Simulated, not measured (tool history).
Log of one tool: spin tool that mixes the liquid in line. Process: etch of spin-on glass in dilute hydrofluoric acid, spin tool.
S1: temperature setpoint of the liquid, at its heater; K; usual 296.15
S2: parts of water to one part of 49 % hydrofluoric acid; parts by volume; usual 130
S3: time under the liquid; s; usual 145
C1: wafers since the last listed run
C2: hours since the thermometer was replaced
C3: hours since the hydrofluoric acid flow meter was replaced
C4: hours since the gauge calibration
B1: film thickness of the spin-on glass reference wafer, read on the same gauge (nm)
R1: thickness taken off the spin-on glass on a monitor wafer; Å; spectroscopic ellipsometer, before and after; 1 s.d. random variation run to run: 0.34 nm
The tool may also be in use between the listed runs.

| run | hour | S1 | S2 | S3 | C1 | C2 | C3 | C4 | B1 | R1 |
|---|---|---|---|---|---|---|---|---|---|---|
| 1 | 0 | 296.15 | 130 | 190 | 0 | 2303.8 | 912.9 | 547.4 | 50.02 | 406.8 |
| 2 | 52.8 | 296.15 | 130 | 190 | 464 | 2356.6 | 965.7 | 600.2 | 50 | 409.8 |
| 3 | 88.6 | 296.15 | 150 | 145 | 314 | 2392.4 | 1001.5 | 636 | 49.99 | 264.7 |
| 4 | 117 | 296.15 | 150 | 145 | 249 | 2420.8 | 1029.9 | 664.4 | 50.03 | 269 |
| 5 | 155.4 | 296.15 | 150 | 145 | 337 | 2459.2 | 1068.3 | 702.8 | 49.99 | 259.5 |
| 6 | 367.5 | 296.15 | 130 | 145 | 1866 | 2671.3 | 1280.4 | 914.9 | 49.99 | 316.5 |
| 7 | 411.6 | 296.15 | 130 | 145 | 387 | 2715.4 | 1324.5 | 959 | 50.02 | 308.1 |
| 8 | 492 | 296.15 | 130 | 145 | 707 | 2795.8 | 1404.9 | 1039.4 | 49.98 | 313.5 |
| 9 | 543.5 | 296.15 | 130 | 145 | 453 | 2847.3 | 1456.4 | 1090.9 | 50 | 304.7 |
| 10 | 606 | 296.15 | 130 | 145 | 549 | 2909.8 | 1518.9 | 1153.4 | 49.99 | 305.8 |
|  | 632.7 | thermometer replaced |
| 11 | 784.6 | 296.15 | 130 | 145 | 1562 | 151.9 | 1697.5 | 1332 | 50.01 | 342.9 |
| 12 | 812 | 296.15 | 130 | 145 | 241 | 179.3 | 1724.9 | 1359.4 | 50.01 | 341.5 |
|  | 835.6 | hydrofluoric acid flow meter replaced |
|  | 853.2 | gauge calibrated |
| 13 | 853.9 | 296.15 | 90 | 145 | 359 | 221.2 | 18.3 | 0.7 | 50 | 518.1 |
| 14 | 894 | 296.15 | 90 | 145 | 352 | 261.3 | 58.4 | 40.8 | 49.98 | 511.3 |
| 15 | 924.5 | 296.15 | 90 | 145 | 268 | 291.8 | 88.9 | 71.3 | 49.98 | 514.3 |
| 16 | 967.1 | 296.15 | 130 | 145 | 374 | 334.4 | 131.5 | 113.9 | 50.01 | 346.4 |
| 17 | 1037.6 | 293.65 | 75 | 200 | 620 | 404.9 | 202 | 184.4 | 50 | 781.2 |
| 18 | 1105.3 | 296.15 | 130 | 145 | 595 | 472.6 | 269.7 | 252.1 | 49.98 | 335.6 |
| 19 | 1159.2 | 299.15 | 180 | 220 | 474 | 526.5 | 323.6 | 306 | 50 | 386.3 |
| 20 | 1212.7 | 296.15 | 130 | 145 | 470 | 580 | 377.1 | 359.5 | 50.01 | 331.3 |
| 21 | 1245.7 | 299.15 | 130 | 210 | 290 | 613 | 410.1 | 392.5 | 49.97 | 544.8 |
| 22 | 1306.7 | 292.15 | 80 | 145 | 536 | 674 | 471.1 | 453.5 | 50.01 | 483.9 |
| 23 | 1346.9 | 296.15 | 95 | 145 | 353 | 714.2 | 511.3 | 493.7 | 49.99 | 474.8 |
| 24 | 1407.4 | 292.15 | 130 | 145 | 532 | 774.7 | 571.8 | 554.2 | 50.01 | 282.1 |
| 25 | 1447.4 | 296.15 | 110 | 145 | 351 | 814.7 | 611.8 | 594.2 | 49.97 | 401.8 |
| 26 | 1493.9 | 296.15 | 130 | 70 | 409 | 861.2 | 658.3 | 640.7 | 49.98 | 160.3 |
| 27 | 1518.6 | 294.15 | 165 | 120 | 217 | 885.9 | 683 | 665.4 | 50.01 | 191.1 |
| 28 | 1569.6 | 296.15 | 130 | 145 | 448 | 936.9 | 734 | 716.4 | 49.99 | 335.1 |
| 29 | 1626.6 | 296.15 | 130 | 145 | 501 | 993.9 | 791 | 773.4 | 50 | 331.4 |
| 30 | 1676.7 | 296.15 | 130 | 145 | 440 | 1044 | 841.1 | 823.5 | 50.04 | 327.6 |

Measured minus without-hidden-state, run by run (identical run-to-run variation in each term; gauge scatter may differ):
Hidden state present: liquid colder than its thermometer reads (K); hydrofluoric acid flow below the setpoint (%); gauge reads high (%).
| run | R1 |
|---|---|
| 1 | -36.6 |
| 2 | -37.9 |
| 3 | -24.4 |
| 4 | -25.2 |
| 5 | -24.6 |
| 6 | -33.4 |
| 7 | -33 |
| 8 | -34.6 |
| 9 | -34.3 |
| 10 | -35.2 |
| 11 | -3.2 |
| 12 | -3.5 |
| 13 | -6.3 |
| 14 | -7 |
| 15 | -7.7 |
| 16 | -5.6 |
| 17 | -15.8 |
| 18 | -7.2 |
| 19 | -8.5 |
| 20 | -8.4 |
| 21 | -14.1 |
| 22 | -15.1 |
| 23 | -14.9 |
| 24 | -9.6 |
| 25 | -14 |
| 26 | -5.8 |
| 27 | -7.1 |
| 28 | -13.1 |
| 29 | -13.7 |
| 30 | -14.2 |
